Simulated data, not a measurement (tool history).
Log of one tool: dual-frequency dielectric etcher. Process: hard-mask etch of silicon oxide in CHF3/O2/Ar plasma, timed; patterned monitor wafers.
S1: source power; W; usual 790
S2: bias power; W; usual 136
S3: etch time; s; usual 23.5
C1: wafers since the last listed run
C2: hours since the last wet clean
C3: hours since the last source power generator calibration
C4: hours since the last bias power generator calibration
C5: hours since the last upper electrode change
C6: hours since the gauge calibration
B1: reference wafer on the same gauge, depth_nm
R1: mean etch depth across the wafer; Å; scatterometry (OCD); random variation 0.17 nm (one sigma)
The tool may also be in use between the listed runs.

run,day,S1,S2,S3,C1,C2,C3,C4,C5,C6,B1,R1
1,0.000,750,136,23.5,0,31.2,4070.9,2834.0,4058.9,30.9,46.52,423.2
2,0.658,750,136,23.5,130,47.0,4086.7,2849.8,4074.7,46.7,46.50,425.5
3,1.600,790,136,23.5,186,69.6,4109.3,2872.4,4097.3,69.3,46.52,429.4
4,2.492,790,136,23.5,177,91.0,4130.7,2893.8,4118.7,90.7,46.50,429.7
5,3.825,790,136,23.5,264,123.0,4162.7,2925.8,4150.7,122.7,46.51,429.9
6,4.975,790,136,23.5,228,150.6,4190.3,2953.4,4178.3,150.3,46.50,430.6
7,6.162,790,123,23.5,235,179.1,4218.8,2981.9,4206.8,178.8,46.53,416.7
8,7.579,790,123,23.5,281,213.1,4252.8,3015.9,4240.8,212.8,46.51,417.5
# day 8.238: bias power generator calibrated
9,8.867,790,123,23.5,222,244.0,4283.7,15.1,4271.7,243.7,46.55,418.0
# day 9.638: source power generator calibrated
10,9.667,790,136,23.5,125,263.2,0.7,34.3,4290.9,262.9,46.55,431.4
11,10.404,790,136,23.5,146,280.9,18.4,52.0,4308.6,280.6,46.50,431.7
12,11.462,790,136,23.5,210,306.3,43.8,77.4,4334.0,306.0,46.49,430.5
13,14.692,920,136,29.0,641,383.8,121.3,154.9,4411.5,383.5,46.50,554.7
14,15.625,920,136,23.5,185,406.2,143.7,177.3,4433.9,405.9,46.49,450.7
15,17.112,950,120,26.0,295,441.9,179.4,213.0,4469.6,441.6,46.52,484.4
16,17.775,790,123,23.5,131,457.8,195.3,228.9,4485.5,457.5,46.51,420.2
17,18.779,950,120,26.0,199,481.9,219.4,253.0,4509.6,481.6,46.48,481.3
# day 19.038: gauge calibrated
# day 20.229: upper electrode replaced
18,20.250,790,136,19.5,93,517.2,254.7,288.3,0.5,29.1,46.50,358.0
19,21.821,790,136,23.5,311,554.9,292.4,326.0,38.2,66.8,46.49,431.4
# day 23.650: wet clean of the chamber
20,23.671,630,136,23.5,168,0.5,336.8,370.4,82.6,111.2,46.50,406.6
21,23.688,650,136,26.5,3,0.9,337.2,370.8,83.0,111.6,46.52,462.7
22,24.212,790,136,23.5,104,13.5,349.8,383.4,95.6,124.2,46.50,428.4
23,25.621,930,136,23.5,279,47.3,383.6,417.2,129.4,158.0,46.47,449.8
24,26.892,620,136,18.0,252,77.8,414.1,447.7,159.9,188.5,46.51,310.6
25,28.188,930,109,29.5,257,108.9,445.2,478.8,191.0,219.6,46.51,526.2
26,28.796,700,103,21.5,120,123.5,459.8,493.4,205.6,234.2,46.47,351.9
27,29.312,890,103,28.0,102,135.9,472.2,505.8,218.0,246.6,46.51,486.8
28,29.938,950,168,25.5,124,150.9,487.2,520.8,233.0,261.6,46.52,520.1
29,30.838,790,123,23.5,178,172.5,508.8,542.4,254.6,283.2,46.48,415.3

What the log doesn't show, run by run:
etch rate over this chamber's usual, %: 0 in every run
source power that arrives over what is set, %: 0 in every run
bias power that arrives over what is set, %: 0 in every run
gauge reads high (%): 0 in every run
